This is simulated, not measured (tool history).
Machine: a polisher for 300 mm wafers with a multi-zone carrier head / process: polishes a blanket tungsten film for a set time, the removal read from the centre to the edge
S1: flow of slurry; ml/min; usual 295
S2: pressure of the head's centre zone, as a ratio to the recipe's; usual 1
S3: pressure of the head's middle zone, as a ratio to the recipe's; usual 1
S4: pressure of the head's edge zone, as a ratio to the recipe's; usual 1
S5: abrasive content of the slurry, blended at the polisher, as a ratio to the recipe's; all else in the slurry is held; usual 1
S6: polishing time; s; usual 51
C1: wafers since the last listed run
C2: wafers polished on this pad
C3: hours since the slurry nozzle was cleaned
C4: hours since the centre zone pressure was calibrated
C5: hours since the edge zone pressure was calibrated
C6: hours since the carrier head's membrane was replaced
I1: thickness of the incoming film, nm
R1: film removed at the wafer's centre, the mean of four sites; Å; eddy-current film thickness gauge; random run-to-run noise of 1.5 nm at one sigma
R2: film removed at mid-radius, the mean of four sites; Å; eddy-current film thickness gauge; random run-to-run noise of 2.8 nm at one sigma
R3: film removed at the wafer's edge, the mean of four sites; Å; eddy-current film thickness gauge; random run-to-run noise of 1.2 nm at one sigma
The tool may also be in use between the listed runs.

run 1 hour=0 | S1=295 S2=1 S3=1 S4=1 S5=1 S6=51 | C1=0 C2=655 C3=361.1 C4=454 C5=1220.1 C6=1514.1 | I1=1016.9 | R1=2025 R2=1910 R3=1954
-- hour=36.8 centre zone pressure recalibrated
run 2 hour=37.3 | S1=255 S2=1 S3=1 S4=1 S5=1 S6=51 | C1=416 C2=1071 C3=398.4 C4=0.5 C5=1257.4 C6=1551.4 | I1=1001.2 | R1=1809 R2=1843 R3=1898
run 3 hour=53.9 | S1=255 S2=1 S3=1 S4=1 S5=1 S6=51 | C1=195 C2=1267 C3=415 C4=17.1 C5=1274 C6=1568 | I1=1012.4 | R1=1807 R2=1849 R3=1866
run 4 hour=67.5 | S1=255 S2=1 S3=1 S4=1 S5=1 S6=51 | C1=160 C2=1427 C3=428.6 C4=30.7 C5=1287.6 C6=1581.6 | I1=1019.2 | R1=1780 R2=1822 R3=1850
run 5 hour=88.1 | S1=295 S2=1 S3=1 S4=1 S5=1 S6=51 | C1=242 C2=1670 C3=449.2 C4=51.3 C5=1308.2 C6=1602.2 | I1=1002.5 | R1=1806 R2=1795 R3=1849
-- hour=98.4 worn pad replaced by a new one
run 6 hour=115.9 | S1=295 S2=1 S3=1 S4=0.93 S5=1 S6=51 | C1=280 C2=206 C3=477 C4=79.1 C5=1336 C6=1630 | I1=996.9 | R1=1905 R2=1923 R3=1891
run 7 hour=130.1 | S1=295 S2=1 S3=1 S4=1 S5=1 S6=51 | C1=167 C2=373 C3=491.2 C4=93.3 C5=1350.2 C6=1644.2 | I1=988.7 | R1=1921 R2=1869 R3=1948
run 8 hour=146.7 | S1=295 S2=1 S3=1 S4=1 S5=1 S6=51 | C1=195 C2=569 C3=507.8 C4=109.9 C5=1366.8 C6=1660.8 | I1=999.1 | R1=1923 R2=1893 R3=1936
-- hour=156.5 edge zone pressure recalibrated
run 9 hour=180.5 | S1=220 S2=1 S3=0.88 S4=0.95 S5=1 S6=42 | C1=374 C2=944 C3=541.6 C4=143.7 C5=24 C6=1694.6 | I1=993.2 | R1=1513 R2=1320 R3=1487
run 10 hour=206.1 | S1=295 S2=1 S3=1 S4=1.03 S5=1 S6=64 | C1=301 C2=1246 C3=567.2 C4=169.3 C5=49.6 C6=1720.2 | I1=984 | R1=2381 R2=2361 R3=2395
run 11 hour=231.8 | S1=295 S2=1 S3=0.89 S4=1.11 S5=1 S6=51 | C1=302 C2=1549 C3=592.9 C4=195 C5=75.3 C6=1745.9 | I1=993.7 | R1=1878 R2=1679 R3=1976
-- hour=249.4 worn pad replaced by a new one
-- hour=261 slurry nozzle cleaned
run 12 hour=261.5 | S1=295 S2=1 S3=1 S4=1 S5=1 S6=51 | C1=291 C2=130 C3=0.5 C4=224.7 C5=105 C6=1775.6 | I1=992.8 | R1=1918 R2=1954 R3=1936
-- hour=285 carrier head's membrane replaced by a new one
run 13 hour=285.5 | S1=235 S2=1.12 S3=0.95 S4=1 S5=1.2 S6=51 | C1=223 C2=354 C3=24.5 C4=248.7 C5=129 C6=0.5 | I1=997.8 | R1=2154 R2=1862 R3=2020
run 14 hour=309.5 | S1=295 S2=0.89 S3=1 S4=0.94 S5=1 S6=51 | C1=282 C2=637 C3=48.5 C4=272.7 C5=153 C6=24.5 | I1=987.3 | R1=1806 R2=1917 R3=1904
run 15 hour=341.3 | S1=205 S2=0.93 S3=1 S4=1 S5=1 S6=51 | C1=374 C2=1012 C3=80.3 C4=304.5 C5=184.8 C6=56.3 | I1=999.3 | R1=1736 R2=1757 R3=1844
run 16 hour=354.3 | S1=400 S2=1 S3=1 S4=1 S5=1 S6=51 | C1=153 C2=1165 C3=93.3 C4=317.5 C5=197.8 C6=69.3 | I1=992.6 | R1=2005 R2=1880 R3=1935
run 17 hour=375.4 | S1=220 S2=1 S3=1 S4=1 S5=0.75 S6=51 | C1=248 C2=1414 C3=114.4 C4=338.6 C5=218.9 C6=90.4 | I1=1004.8 | R1=1695 R2=1609 R3=1679
run 18 hour=401.5 | S1=330 S2=1 S3=1 S4=1 S5=1 S6=62 | C1=307 C2=1722 C3=140.5 C4=364.7 C5=245 C6=116.5 | I1=998.5 | R1=2330 R2=2240 R3=2271
-- hour=410.2 worn pad replaced by a new one
run 19 hour=430.6 | S1=295 S2=1 S3=1 S4=0.95 S5=1 S6=51 | C1=295 C2=240 C3=169.6 C4=393.8 C5=274.1 C6=145.6 | I1=1009.7 | R1=1985 R2=1907 R3=1889
run 20 hour=452.1 | S1=295 S2=1 S3=1 S4=1 S5=1 S6=51 | C1=253 C2=493 C3=191.1 C4=415.3 C5=295.6 C6=167.1 | I1=996.9 | R1=2024 R2=1882 R3=1948

How would selected steps in R1 from run to run divide? Give the signed amount a tool lacking its hidden state would still show from settings, what came in and random variation, and the signed amount left for the hidden state, including any gauge scatter that is not in both of the compared results.
Hidden conditions of the tool in this case: removal rate lost through wear of the pad, %; slurry flow missing at the pad, %; deviation of the centre zone's pressure from its setpoint, %; deviation of the edge zone's pressure from its setpoint, %.
Run 1 -> 2: S1 295 -> 255, centre zone pressure recalibrated. R1 -216 Å: hidden state -166, all else -50.
Run 9 -> 10: S1 220 -> 295, S3 0.88 -> 1, S4 0.95 -> 1.03, S6 42 -> 64. R1 +868 Å: hidden state -21, all else +889.
Run 17 -> 18: S1 220 -> 330, S5 0.75 -> 1, S6 51 -> 62. R1 +635 Å: hidden state -30, all else +665.
Run 18 -> 19: S1 330 -> 295, S4 1 -> 0.95, S6 62 -> 51, worn pad replaced by a new one. R1 -345 Å: hidden state +124, all else -469.
